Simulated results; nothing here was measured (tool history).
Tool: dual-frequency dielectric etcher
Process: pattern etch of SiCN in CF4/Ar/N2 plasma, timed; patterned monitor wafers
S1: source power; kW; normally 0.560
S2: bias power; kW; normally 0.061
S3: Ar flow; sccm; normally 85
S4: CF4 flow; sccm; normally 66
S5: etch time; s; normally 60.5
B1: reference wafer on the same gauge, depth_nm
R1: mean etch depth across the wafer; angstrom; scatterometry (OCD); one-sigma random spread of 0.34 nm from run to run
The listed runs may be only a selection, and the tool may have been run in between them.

run,day,S1,S2,S3,S4,S5,B1,R1
1,0.000,0.460,0.056,99,66,70.5,53.9,607
2,1.279,0.560,0.061,64,51,43.0,53.9,471
# day 2.696: wet clean of the chamber
3,2.717,0.460,0.061,85,66,60.5,53.8,554
4,2.904,0.560,0.061,85,66,60.5,54.0,645
5,3.608,0.560,0.061,85,66,60.5,53.9,643
6,4.700,0.560,0.061,85,66,60.5,53.9,645
7,5.925,0.640,0.061,75,66,66.0,53.9,789
8,6.662,0.560,0.061,85,66,60.5,53.8,646
9,7.725,0.690,0.061,76,50,60.5,53.8,735
10,8.329,0.560,0.061,65,56,60.5,53.9,664
11,8.854,0.560,0.056,79,66,60.5,53.9,613
12,9.579,0.560,0.061,85,66,60.5,54.0,655
13,10.338,0.450,0.061,85,73,60.5,53.9,571
14,10.992,0.690,0.050,85,66,60.5,54.0,642
15,12.292,0.650,0.061,85,66,60.5,53.9,725
16,13.571,0.690,0.061,76,50,60.5,53.8,733
17,14.362,0.560,0.057,91,80,46.0,53.9,486
18,15.292,0.560,0.053,85,71,76.5,53.9,748
19,15.996,0.620,0.061,85,66,45.0,53.9,533
20,16.850,0.640,0.070,85,66,60.5,53.9,805
21,17.608,0.510,0.072,85,78,50.0,53.9,601

What would each run have given without the hidden state, its run-to-run variation left as it was?
Hidden state at play: etch rate over this chamber's usual, %; source power that arrives over what is set, %; bias power that arrives over what is set, %; Ar flow that arrives over what is set, %; CF4 flow that arrives over what is set, %; gauge reads high (%).
run,R1
1,586
2,453
3,554
4,644
5,642
6,642
7,783
8,640
9,726
10,655
11,605
12,645
13,561
14,630
15,710
16,716
17,474
18,727
19,517
20,780
21,581
